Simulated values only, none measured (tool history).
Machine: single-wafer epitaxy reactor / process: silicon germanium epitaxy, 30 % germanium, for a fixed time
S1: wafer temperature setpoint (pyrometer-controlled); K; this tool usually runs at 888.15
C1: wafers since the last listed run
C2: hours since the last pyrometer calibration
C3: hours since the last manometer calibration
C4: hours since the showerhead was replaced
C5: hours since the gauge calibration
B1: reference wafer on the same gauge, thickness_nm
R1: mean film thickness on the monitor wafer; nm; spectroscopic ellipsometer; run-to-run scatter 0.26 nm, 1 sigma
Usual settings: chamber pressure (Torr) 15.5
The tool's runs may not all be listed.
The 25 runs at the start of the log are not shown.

{"run": 26, "day": 51.108, "S1": 898.15, "chamber pressure (Torr)": 13.7, "C1": 1039, "C2": 145.0, "C3": 222.8, "C4": 217.2, "C5": 344.6, "B1": 76.658, "R1": 74.6}
{"run": 27, "day": 53.212, "S1": 888.15, "chamber pressure (Torr)": 15.5, "C1": 841, "C2": 195.5, "C3": 273.3, "C4": 267.7, "C5": 395.1, "B1": 76.681, "R1": 67.974}
{"run": 28, "day": 55.7, "S1": 877.15, "chamber pressure (Torr)": 12.6, "C1": 994, "C2": 255.2, "C3": 333.0, "C4": 327.4, "C5": 454.8, "B1": 76.689, "R1": 49.438}
{"run": 29, "day": 58.3, "S1": 888.15, "chamber pressure (Torr)": 15.5, "C1": 1039, "C2": 317.6, "C3": 395.4, "C4": 389.8, "C5": 517.2, "B1": 76.668, "R1": 67.281}
{"run": 30, "day": 59.962, "S1": 892.15, "chamber pressure (Torr)": 18.9, "C1": 664, "C2": 357.5, "C3": 435.3, "C4": 429.7, "C5": 557.1, "B1": 76.777, "R1": 80.566}
{"run": 31, "day": 61.879, "S1": 901.15, "chamber pressure (Torr)": 12.8, "C1": 766, "C2": 403.5, "C3": 481.3, "C4": 475.7, "C5": 603.1, "B1": 76.72, "R1": 75.301}
{"run": 32, "day": 64.708, "S1": 903.15, "chamber pressure (Torr)": 13.6, "C1": 1131, "C2": 471.4, "C3": 549.2, "C4": 543.6, "C5": 671.0, "B1": 76.769, "R1": 81.34}
{"run": 33, "day": 65.733, "S1": 888.15, "chamber pressure (Torr)": 14.0, "C1": 409, "C2": 496.0, "C3": 573.8, "C4": 568.2, "C5": 695.6, "B1": 76.731, "R1": 63.859}
{"run": 34, "day": 68.033, "S1": 888.15, "chamber pressure (Torr)": 12.6, "C1": 919, "C2": 551.2, "C3": 629.0, "C4": 623.4, "C5": 750.8, "B1": 76.637, "R1": 59.646}
{"run": 35, "day": 69.942, "S1": 877.15, "chamber pressure (Torr)": 13.5, "C1": 763, "C2": 597.0, "C3": 674.8, "C4": 669.2, "C5": 796.6, "B1": 76.633, "R1": 51.361}
{"run": 36, "day": 72.854, "S1": 888.15, "chamber pressure (Torr)": 15.5, "C1": 1164, "C2": 666.9, "C3": 744.7, "C4": 739.1, "C5": 866.5, "B1": 76.688, "R1": 67.771}

Forecast each of these 3 alternatives for the next run:
{"run": "A", "day": 72.871, "S1": 888.15, "chamber pressure (Torr)": 15.5, "C1": 6, "C2": 667.3, "C3": 745.1, "C4": 739.5, "C5": 866.9, "B1": "?", "R1": "?"}
{"run": "B", "day": 72.871, "S1": 902.15, "chamber pressure (Torr)": 18.5, "C1": 6, "C2": 667.3, "C3": 745.1, "C4": 739.5, "C5": 866.9, "B1": "?", "R1": "?"}
{"run": "C", "day": 72.871, "S1": 882.15, "chamber pressure (Torr)": 12.9, "C1": 6, "C2": 667.3, "C3": 745.1, "C4": 739.5, "C5": 866.9, "B1": "?", "R1": "?"}

run=A B1=76.800 R1=67.478
run=B B1=76.800 R1=94.260
run=C B1=76.800 R1=54.670
Stripped of hidden state, with their random variation kept, the same runs would have yielded:
run=A R1=67.864
run=B R1=94.799
run=C R1=54.983
